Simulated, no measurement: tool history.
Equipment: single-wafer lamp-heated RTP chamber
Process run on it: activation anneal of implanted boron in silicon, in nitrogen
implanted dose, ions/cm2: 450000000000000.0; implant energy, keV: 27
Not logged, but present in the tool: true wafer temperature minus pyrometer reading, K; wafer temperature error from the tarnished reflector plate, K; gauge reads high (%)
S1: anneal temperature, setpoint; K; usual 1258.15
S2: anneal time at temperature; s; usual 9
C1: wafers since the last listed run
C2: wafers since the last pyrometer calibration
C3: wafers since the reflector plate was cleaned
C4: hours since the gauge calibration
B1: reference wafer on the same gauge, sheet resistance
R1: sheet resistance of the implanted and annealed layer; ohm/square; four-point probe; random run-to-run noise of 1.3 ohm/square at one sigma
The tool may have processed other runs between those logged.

run    hour       S1  S2    C1     C2     C3      C4      B1      R1
  1     0.0  1258.15   9     0   7609   8079   891.3  273.96  255.47
       63.8  -- reflector plate cleaned
  2    69.4  1258.15   9  1656   9265    149   960.7  273.89  256.61
       90.8  -- pyrometer window cleaned and pyrometer calibrated
  3   158.6  1258.15   9  2190   1828   2340  1049.9  273.87  255.94
  4   228.4  1258.15   9  1883   3711   4224  1119.7  274.12  255.90
  5   330.6  1258.15   9  2757   6469   6981  1221.9  273.87  255.62
      477.5  -- pyrometer window cleaned and pyrometer calibrated
  6   517.0  1276.15   6  4813   1065  11795  1408.3  273.79  242.26
      545.1  -- reflector plate cleaned
  7   587.8  1234.15   9  1694   2760   1152  1479.1  273.86  298.03
  8   666.2  1234.15   9  2115   4875   3267  1557.5  273.85  299.03
  9   770.8  1250.15   9  2822   7698   6089  1662.1  273.86  266.26
 10   830.9  1250.15   9  1621   9319   7711  1722.2  273.95  267.47
      917.4  -- pyrometer window cleaned and pyrometer calibrated
      919.1  -- reflector plate cleaned
 11   925.0  1234.15  11  2278    159    159  1816.3  273.78  294.73
 12   991.1  1234.15  11  1783   1943   1943  1882.4  273.91  295.63
 13  1073.5  1234.15  11  2223   4166   4166  1964.8  274.06  295.39
 14  1130.6  1286.15   7  1540   5707   5707  2021.9  274.15  238.82
     1173.1  -- gauge calibrated
 15  1234.5  1258.15   9  2803   8510   8510    61.4  274.02  256.67
 16  1284.3  1242.15  14  1343   9854   9854   111.2  274.18  274.71
     1338.5  -- pyrometer window cleaned and pyrometer calibrated
     1353.5  -- reflector plate cleaned
 17  1389.4  1237.15  12  2404   1156    967   216.3  273.94  285.69
 18  1482.7  1266.15   9  2517   3673   3485   309.6  273.97  249.29
 19  1532.5  1258.15   9  1343   5017   4828   359.4  274.05  254.57
 20  1637.7  1245.15   5  2838   7855   7667   464.6  273.95  279.28
 21  1703.7  1279.15   9  1780   9636   9448   530.6  274.21  241.35
 22  1754.4  1244.15  12  1368  11004  10816   581.3  273.93  272.05
     1826.4  -- pyrometer window cleaned and pyrometer calibrated
     1831.3  -- reflector plate cleaned
 23  1850.2  1258.15  14  2235    509    509   677.1  274.19  253.76
 24  1895.7  1258.15   5  1227   1736   1736   722.6  273.79  260.30
 25  1971.0  1258.15   9  2031   3768   3768   797.9  274.04  257.77
 26  2064.4  1235.15   9  2520   6288   6288   891.3  273.92  295.88
 27  2129.5  1258.15   7  1756   8045   8045   956.4  274.00  259.18

Describe how what the log doesn't record of the tool's condition differs between the last listed run preceding each entry between runs and the first listed run following it.
Logged between run 1 and run 2: reflector plate cleaned (hour 63.8)
  no hidden state differs between the two runs
Logged between run 2 and run 3: pyrometer window cleaned and pyrometer calibrated (hour 90.8)
  no hidden state differs between the two runs
Logged between run 5 and run 6: pyrometer window cleaned and pyrometer calibrated (hour 477.5)
  no hidden state differs between the two runs
Logged between run 6 and run 7: reflector plate cleaned (hour 545.1)
  no hidden state differs between the two runs
Logged between run 10 and run 11: pyrometer window cleaned and pyrometer calibrated (hour 917.4); reflector plate cleaned (hour 919.1)
  no hidden state differs between the two runs
Logged between run 14 and run 15: gauge calibrated (hour 1173.1)
  no hidden state differs between the two runs
Logged between run 16 and run 17: pyrometer window cleaned and pyrometer calibrated (hour 1338.5); reflector plate cleaned (hour 1353.5)
  no hidden state differs between the two runs
Logged between run 22 and run 23: pyrometer window cleaned and pyrometer calibrated (hour 1826.4); reflector plate cleaned (hour 1831.3)
  no hidden state differs between the two runs
